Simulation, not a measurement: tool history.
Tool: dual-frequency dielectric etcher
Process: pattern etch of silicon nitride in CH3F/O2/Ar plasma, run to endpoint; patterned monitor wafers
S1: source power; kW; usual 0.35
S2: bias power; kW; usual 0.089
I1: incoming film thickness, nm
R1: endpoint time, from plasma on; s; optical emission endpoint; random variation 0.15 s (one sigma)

Run 1, hour 0: usual settings; I1 18.55. Result: R1 23.4 s.
Run 2, hour 16.5: usual settings; I1 18.56. Result: R1 23.5 s.
Run 3, hour 24.9: usual settings; I1 18.58. Result: R1 23.4 s.
Run 4, hour 41.2: usual settings; I1 18.55. Result: R1 23.4 s.
Run 5, hour 58.7: usual settings; I1 18.53. Result: R1 23.7 s.
Run 6, hour 64.9: usual settings; I1 18.61. Result: R1 23.6 s.
Run 7, hour 81.9: usual settings; I1 18.74. Result: R1 23.4 s.
Run 8, hour 89.2: usual settings; I1 18.48. Result: R1 23 s.
At hour 117.8: wet clean of the chamber.
Run 9, hour 118.3: usual settings but S1 0.29 kW, S2 0.106 kW; I1 18.43. Result: R1 25.5 s.
Run 10, hour 118.6: usual settings but S1 0.29 kW, S2 0.106 kW; I1 18.57. Result: R1 25.5 s.
Run 11, hour 129.6: usual settings but S1 0.29 kW, S2 0.106 kW; I1 18.66. Result: R1 25.5 s.
Run 12, hour 145.3: usual settings; I1 18.42. Result: R1 25.7 s.
At hour 151.5: bias power generator calibrated.
At hour 171.3: wet clean of the chamber, repeated, since the last time left the tool worse.
Run 13, hour 171.8: usual settings but S1 0.28 kW, S2 0.08 kW; I1 18.53. Result: R1 27.9 s.
Run 14, hour 172.1: usual settings; I1 18.75. Result: R1 24.4 s.
Run 15, hour 174.7: usual settings but S1 0.41 kW, S2 0.078 kW; I1 18.44. Result: R1 24.4 s.
At hour 194: source power generator calibrated.
At hour 198.9: upper electrode replaced.
Run 16, hour 199.4: usual settings but S1 0.43 kW, S2 0.105 kW; I1 18.7. Result: R1 20.6 s.
Run 17, hour 199.8: usual settings; I1 18.69. Result: R1 24.3 s.
Run 18, hour 213.7: usual settings; I1 18.81. Result: R1 24.6 s.
Run 19, hour 262.9: usual settings; I1 18.59. Result: R1 24.1 s.
Run 20, hour 275.8: usual settings; I1 18.48. Result: R1 24 s.
Run 21, hour 285.8: usual settings but S2 0.081 kW; I1 18.79. Result: R1 25.5 s.
Run 22, hour 299.9: usual settings but S1 0.41 kW, S2 0.096 kW; I1 18.52. Result: R1 21.8 s.
Run 23, hour 312.9: usual settings but S2 0.105 kW; I1 18.74. Result: R1 22 s.
Run 24, hour 326.6: usual settings but S1 0.38 kW, S2 0.099 kW; I1 18.72. Result: R1 22 s.
Run 25, hour 340.3: usual settings but S1 0.28 kW, S2 0.068 kW; I1 18.42. Result: R1 29.8 s.

3 ways to go on from here, each from the tool as it stands after run 25. What would each give?
Run A, hour 340.7: usual settings; I1 18.59. Result: R1 ?.
Run B, hour 340.7: usual settings but S2 0.078 kW; I1 18.59. Result: R1 ?.
Run C, hour 340.7: usual settings but S1 0.32 kW, S2 0.077 kW; I1 18.59. Result: R1 ?.

run    R1
  A  24.1
  B  25.8
  C  26.9
Without the tool's hidden state the same runs would have given:
run    R1
  A  24.4
  B  26.2
  C  27.2

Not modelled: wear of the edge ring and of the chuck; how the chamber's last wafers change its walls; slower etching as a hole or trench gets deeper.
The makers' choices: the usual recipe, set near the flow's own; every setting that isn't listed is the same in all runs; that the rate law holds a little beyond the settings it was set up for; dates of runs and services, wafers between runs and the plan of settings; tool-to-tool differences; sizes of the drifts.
